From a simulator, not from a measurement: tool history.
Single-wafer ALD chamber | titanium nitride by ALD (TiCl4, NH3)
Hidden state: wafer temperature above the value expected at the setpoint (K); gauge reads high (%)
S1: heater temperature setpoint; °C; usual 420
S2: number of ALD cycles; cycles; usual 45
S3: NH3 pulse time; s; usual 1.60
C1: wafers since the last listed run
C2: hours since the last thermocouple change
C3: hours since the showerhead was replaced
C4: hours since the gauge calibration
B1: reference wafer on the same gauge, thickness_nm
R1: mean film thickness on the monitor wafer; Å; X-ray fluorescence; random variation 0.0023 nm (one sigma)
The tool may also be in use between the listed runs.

run	hour	S1	S2	S3	C1	C2	C3	C4	B1	R1
1	0.0	420	45	1.60	0	1800.7	3650.2	706.9	0.850	9.18
2	22.7	420	45	1.60	157	1823.4	3672.9	729.6	0.851	9.18
3	46.5	420	45	1.60	164	1847.2	3696.7	753.4	0.850	9.13
4	65.9	413	48	1.60	134	1866.6	3716.1	772.8	0.850	9.77
5	86.9	413	48	1.60	145	1887.6	3737.1	793.8	0.850	9.71
6	111.3	413	48	1.60	168	1912.0	3761.5	818.2	0.850	9.72
7	135.3	420	45	1.18	166	1936.0	3785.5	842.2	0.850	9.08
8	167.2	420	52	1.40	220	1967.9	3817.4	874.1	0.851	10.52
9	202.2	420	52	1.40	242	2002.9	3852.4	909.1	0.851	10.57
10	216.2	410	45	1.29	96	2016.9	3866.4	923.1	0.850	9.04
11	233.8	410	45	1.29	121	2034.5	3884.0	940.7	0.851	9.08
12	255.5	410	45	1.29	150	2056.2	3905.7	962.4	0.850	9.02
13	270.6	420	45	1.75	104	2071.3	3920.8	977.5	0.852	9.18
14	283.2	420	45	1.75	87	2083.9	3933.4	990.1	0.851	9.19
# hour 293.8: thermocouple changed; heater temperature recalibrated
# hour 307.3: showerhead replaced
15	307.8	420	45	1.75	59	14.0	0.5	1014.7	0.851	9.20
16	329.3	420	45	1.60	148	35.5	22.0	1036.2	0.851	9.16
# hour 337.2: gauge calibrated
17	360.0	420	45	1.60	212	66.2	52.7	22.8	0.839	9.04
18	389.0	420	45	1.60	200	95.2	81.7	51.8	0.840	9.08
19	422.0	420	45	1.33	228	128.2	114.7	84.8	0.843	9.03
20	452.7	420	45	1.60	212	158.9	145.4	115.5	0.843	9.08

The next listed run, before its measurement:
21	468.3	420	42	1.24	107	174.5	161.0	131.1	?	?

Run 21 gave B1 0.844, R1 8.41 Å.
Without the tool's hidden state the same run would have given R1 8.35 Å.
